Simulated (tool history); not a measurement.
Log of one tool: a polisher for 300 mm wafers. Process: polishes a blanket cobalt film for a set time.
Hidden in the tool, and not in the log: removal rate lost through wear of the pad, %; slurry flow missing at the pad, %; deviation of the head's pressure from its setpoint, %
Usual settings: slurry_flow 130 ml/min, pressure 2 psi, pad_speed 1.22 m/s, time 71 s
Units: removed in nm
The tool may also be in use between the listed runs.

run     day  slurry_flow  pressure  pad_speed  time  wafers since the last listed run  wafers polished on this pad  hours since the slurry nozzle was cleaned  hours since the head pressure was calibrated  incoming thickness of the incoming film, nm  removed
  1       0          130         2       1.22    71                                 0                         1731                                      124.1                                         402.7                                       1207.4    412.7
  2   1.821          130         2       1.22    71                               663                         2394                                      167.8                                         446.4                                       1216.4      412
  3   2.988          130         2       1.22    71                               425                         2820                                      195.8                                         474.4                                       1193.5    415.1
       3.95  -- worn pad replaced by a new one
  4   4.429          130         2       1.22    71                               464                          175                                      230.4                                           509                                       1198.1    414.4
  5   6.654          130         2       1.22    71                               811                          986                                      283.8                                         562.4                                       1205.2    414.9
  6   8.417          130         2       1.22    71                               642                         1628                                      326.1                                         604.7                                       1207.4    416.7
  7   9.583          130         2       1.22    71                               425                         2054                                      354.1                                         632.7                                       1193.5    414.1
  8  12.321          130         2       1.22    71                               997                         3052                                      419.8                                         698.4                                       1206.3    412.8
     12.425  -- slurry nozzle cleaned
      13.15  -- worn pad replaced by a new one
  9  15.279          130         2       1.22    71                              1002                          776                                       68.5                                         769.4                                       1216.7    413.5
 10  18.117          130         2       1.22    71                              1034                         1810                                      136.6                                         837.5                                       1225.6    415.4
 11  19.188          130         2       1.22    71                               390                         2201                                      162.3                                         863.2                                       1195.4    417.1
     20.821  -- worn pad replaced by a new one
         21  -- head pressure recalibrated
 12  21.308          150         2       1.22    71                               681                          147                                      213.2                                           7.4                                       1219.1    423.5
 13  23.238          130         2       1.22    71                               703                          850                                      259.5                                          53.7                                       1203.6    412.4

The next listed run, before its measurement:
 14  25.817          130         2       1.22    71                               940                         1790                                      321.4                                         115.6                                       1209.2        ?

removed: 413.5 nm
Without the tool's hidden state the same run would have given removed 413.5 nm.
